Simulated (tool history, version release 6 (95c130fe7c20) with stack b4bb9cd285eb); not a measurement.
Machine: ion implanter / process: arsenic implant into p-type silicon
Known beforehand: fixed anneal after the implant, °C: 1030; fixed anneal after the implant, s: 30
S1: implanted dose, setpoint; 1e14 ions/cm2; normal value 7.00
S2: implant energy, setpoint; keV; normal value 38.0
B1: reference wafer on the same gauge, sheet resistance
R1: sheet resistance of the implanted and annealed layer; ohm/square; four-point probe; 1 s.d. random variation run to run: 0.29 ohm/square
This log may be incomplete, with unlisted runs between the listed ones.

run     day    S1    S2      B1      R1
  1   0.000  7.00  38.0  166.96  154.14
  2   0.646  7.00  34.5  167.03  157.06
  3   0.925  7.00  34.5  167.00  156.59
  4   1.321  5.93  38.0  167.00  175.36
  5   1.712  5.93  38.0  166.97  175.97
  6   3.117  5.93  38.0  166.98  176.13
  7   3.754  7.00  38.0  167.01  154.69
  8   4.421  7.00  38.0  167.02  155.22
  9   4.908  7.00  38.0  166.93  155.01
 10   5.325  7.00  38.0  167.06  155.79
 11   6.054  7.00  38.0  167.00  155.31
 12   6.392  5.70  45.5  166.99  176.32
 13   6.867  5.70  45.5  166.98  177.50
 14   7.229  5.70  45.5  166.97  177.38
 15   7.938  5.93  38.0  167.08  177.03
 16   8.254  7.00  34.5  167.02  157.45
 17   8.858  7.00  26.0  167.05  163.09
 18   9.488  7.00  38.0  167.02  155.72
 19   9.988  7.00  26.0  166.95  163.70
     10.708  -- Faraday cup replaced and dose calibrated
     11.008  -- extraction supply calibrated
 20  11.029  8.79  44.0  166.96  124.68
 21  11.042  5.93  38.0  167.01  171.13
     11.271  -- gauge calibrated
 22  11.558  5.37  42.5  167.05  182.04
 23  11.858  5.70  32.0  167.01  179.96
 24  12.338  5.41  26.0  166.98  192.37
 25  12.896  9.03  51.0  166.96  119.71
 26  13.279  7.79  26.0  167.07  146.63
 27  13.738  5.76  50.0  166.97  169.32
 28  14.483  4.99  49.0  167.03  189.05

Run 29 has not been measured yet. What should we expect?
 29  14.754  7.86  38.0   ?   ?

B1: 167.02
R1: 138.46 ohm/square
Were there no unlogged condition in the tool, this run, its random variation unchanged, would have produced R1 137.48 ohm/square.
